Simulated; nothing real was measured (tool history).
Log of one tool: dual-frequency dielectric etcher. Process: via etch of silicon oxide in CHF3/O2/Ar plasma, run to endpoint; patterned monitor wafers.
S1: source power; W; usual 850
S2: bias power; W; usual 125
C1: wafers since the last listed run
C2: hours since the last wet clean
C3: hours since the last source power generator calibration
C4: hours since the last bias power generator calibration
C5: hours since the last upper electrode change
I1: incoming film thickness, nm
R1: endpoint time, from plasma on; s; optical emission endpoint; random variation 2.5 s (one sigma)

run     day   S1   S2   C1     C2      C3      C4      C5     I1     R1
  1       0  850  140    0  313.4  2657.2    4876  2593.4  563.2  291.9
  2    2.55  850  140  287  374.6  2718.4  4937.2  2654.6  572.6    299
  3   4.525  850  140  222    422  2765.8  4984.6    2702  571.8  292.1
  4   6.379  850  125  208  466.5  2810.3  5029.1  2746.5  568.3    309
  5   8.317  850  125  218    513  2856.8  5075.6    2793  575.4  315.4
  6   9.921  850  125  180  551.5  2895.3  5114.1  2831.5  569.1    311
  7  12.029  850  125  237  602.1  2945.9  5164.7  2882.1  563.6  309.7
     14.692  -- wet clean of the chamber
  8  17.071  850  125  455   57.1  3066.9  5285.7  3003.1  572.1  296.8
  9  18.771  850  125  191   97.9  3107.7  5326.5  3043.9  570.9    298
 10  20.292  770  103  171  134.4  3144.2    5363  3080.4    569  331.2
 11  22.325  850  106  229  183.2    3193  5411.8  3129.2  565.7  316.5
 12  23.821  740  112  168  219.1  3228.9  5447.7  3165.1  572.3  335.1
     25.408  -- source power generator calibrated
     26.888  -- bias power generator calibrated
 13  31.592  770  108  837  405.6   148.4   112.9  3351.6  571.8  333.1
     34.462  -- upper electrode replaced, of another model than before
 14  36.825  850  125  476  531.2     274   238.5    56.7  572.5  310.4
 15  38.583  850  125  198  573.4   316.2   280.7    98.9  570.6  315.4
     39.612  -- wet clean of the chamber
 16  40.846  910  116  142   29.6   370.5     335   153.2  571.8  299.9
 17  42.233  960  147  156   62.9   403.8   368.3   186.5  564.8    267
 18  43.904  850  109  188    103   443.9   408.4   226.6  569.2  307.6
 19   46.75  850  106  320  171.3   512.2   476.7   294.9  567.3  309.2
 20      48  850  125  140  201.3   542.2   506.7   324.9  572.3  299.9

Forecast each of these 3 alternatives for the next run:
  A  48.021  850  125   2  201.8  542.7  507.2  325.4  566   ?
  B  48.021  670  144   2  201.8  542.7  507.2  325.4  566   ?
  C  48.021  720  153   2  201.8  542.7  507.2  325.4  566   ?

run     R1
  A  294.8
  B  307.7
  C  295.5
Without the tool's hidden state the same runs would have given:
run     R1
  A  290.4
  B  303.1
  C  291.1
